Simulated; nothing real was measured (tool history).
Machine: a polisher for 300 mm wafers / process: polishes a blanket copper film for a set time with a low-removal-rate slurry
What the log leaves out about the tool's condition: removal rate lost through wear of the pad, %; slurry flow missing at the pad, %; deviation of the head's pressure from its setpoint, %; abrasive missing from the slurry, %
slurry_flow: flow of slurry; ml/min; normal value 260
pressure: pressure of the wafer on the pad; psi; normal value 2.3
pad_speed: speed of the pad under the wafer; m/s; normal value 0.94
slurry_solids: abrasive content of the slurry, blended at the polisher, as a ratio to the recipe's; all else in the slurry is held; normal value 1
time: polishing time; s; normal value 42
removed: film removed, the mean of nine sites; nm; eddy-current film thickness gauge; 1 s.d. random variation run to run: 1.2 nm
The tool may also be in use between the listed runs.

run	hour	slurry_flow	pressure	pad_speed	slurry_solids	time	wafers since the last listed run	wafers polished on this pad	hours since the slurry nozzle was cleaned	hours since the head pressure was calibrated	hours since the slurry blender was calibrated	incoming thickness of the incoming film, nm	removed
1	0	260	2.3	0.94	0.9	42	0	5336	334.3	685.7	68.2	1135.9	84.7
2	43.1	260	2.3	0.94	0.9	42	758	6094	377.4	728.8	111.3	1152.6	82.9
# hour 48.6: worn pad replaced by a new one
3	88.8	260	2.3	0.94	0.9	42	733	707	423.1	774.5	157	1150.7	91.7
4	182.3	260	2.3	0.94	1	42	1644	2351	516.6	868	250.5	1161	93.9
5	243.7	260	2.3	0.94	1	42	1079	3431	578	929.4	311.9	1153.9	92.2
# hour 252.6: head pressure recalibrated
6	285.1	260	2.3	0.94	1	42	692	4124	619.4	32.5	353.3	1152.3	91.2
# hour 320.8: slurry blender recalibrated
7	346.9	260	2.3	0.94	1	42	1051	5176	681.2	94.3	26.1	1153.6	87.8
# hour 375: worn pad replaced by a new one
# hour 392.2: slurry nozzle cleaned
8	443.5	260	2.3	0.94	1	42	1610	1186	51.3	190.9	122.7	1155.3	96.8
9	484.1	260	2.3	0.94	1	42	714	1900	91.9	231.5	163.3	1170.6	93.2
10	567.2	260	2.3	0.94	1	42	1461	3362	175	314.6	246.4	1156.3	91.1
11	638.1	260	2.3	0.94	1	42	1246	4609	245.9	385.5	317.3	1178.5	87.4
12	726.2	260	1.8	0.94	1	42	1549	6158	334	473.6	405.4	1155.4	72
# hour 745.3: slurry blender recalibrated
# hour 783.9: worn pad replaced by a new one
13	800.9	260	1.8	0.94	1	42	1208	298	408.7	548.3	55.6	1165.1	80.4
14	867.9	260	2.3	0.94	1	42	1178	1477	475.7	615.3	122.6	1165.4	94.5
15	928.2	260	2.3	0.94	1	42	1060	2537	536	675.6	182.9	1163.5	90.4
16	1023	260	2.3	0.64	1.1	29	1667	4204	630.8	770.4	277.7	1162.2	47.7
# hour 1048.8: slurry nozzle cleaned
17	1103	260	2.3	1.2	1	42	1389	5594	54.2	850.4	357.7	1174.3	107.7
# hour 1119.7: slurry blender recalibrated
# hour 1155.8: worn pad replaced by a new one
18	1178.1	260	2.3	0.94	1	42	1215	391	129.3	925.5	58.4	1166.1	93.7
# hour 1181.9: head pressure recalibrated
19	1281.9	260	2.3	0.94	1.3	42	1790	2182	233.1	100	162.2	1140.6	103.2
20	1324.8	195	2.3	1.02	1	42	754	2936	276	142.9	205.1	1158.2	96.7
# hour 1446.4: slurry blender recalibrated
21	1450	230	2.3	0.94	1.2	42	2166	5103	401.2	268.1	3.6	1177.3	91.4
22	1497.7	260	1.5	0.86	1	42	838	5942	448.9	315.8	51.3	1154.6	59.3
# hour 1529.7: worn pad replaced by a new one
23	1571.7	225	2.3	0.94	1	42	1231	738	522.9	389.8	125.3	1165	91.5
24	1609.5	330	2.3	0.94	1	42	664	1403	560.7	427.6	163.1	1151.7	95
25	1661.6	260	2.3	0.94	1	42	916	2319	612.8	479.7	215.2	1163	91
# hour 1678.7: slurry nozzle cleaned
26	1723.3	260	2.3	1.18	1	42	1067	3387	44.6	541.4	276.9	1176.3	111.7
27	1810.9	260	2.3	0.94	1	42	1540	4927	132.2	629	364.5	1154.8	88.4
28	1859.4	260	2.3	0.94	1	42	852	5780	180.7	677.5	413	1182.3	88.3

Below are 4 alternative next runs, each starting from the tool's condition after run 28. Predict each:
A	1859.8	260	2.3	0.94	1.25	42	7	5787	181.1	677.9	413.4	1174	?
B	1859.8	195	2.7	0.94	1	34	7	5787	181.1	677.9	413.4	1174	?
C	1859.8	345	2	0.94	1.1	48	7	5787	181.1	677.9	413.4	1174	?
D	1859.8	260	2.3	0.94	1	52	7	5787	181.1	677.9	413.4	1174	?

run	removed
A	92
B	76.3
C	94
D	107
Without the tool's hidden state the same runs would have given:
run	removed
A	101.2
B	84
C	103.4
D	117.7
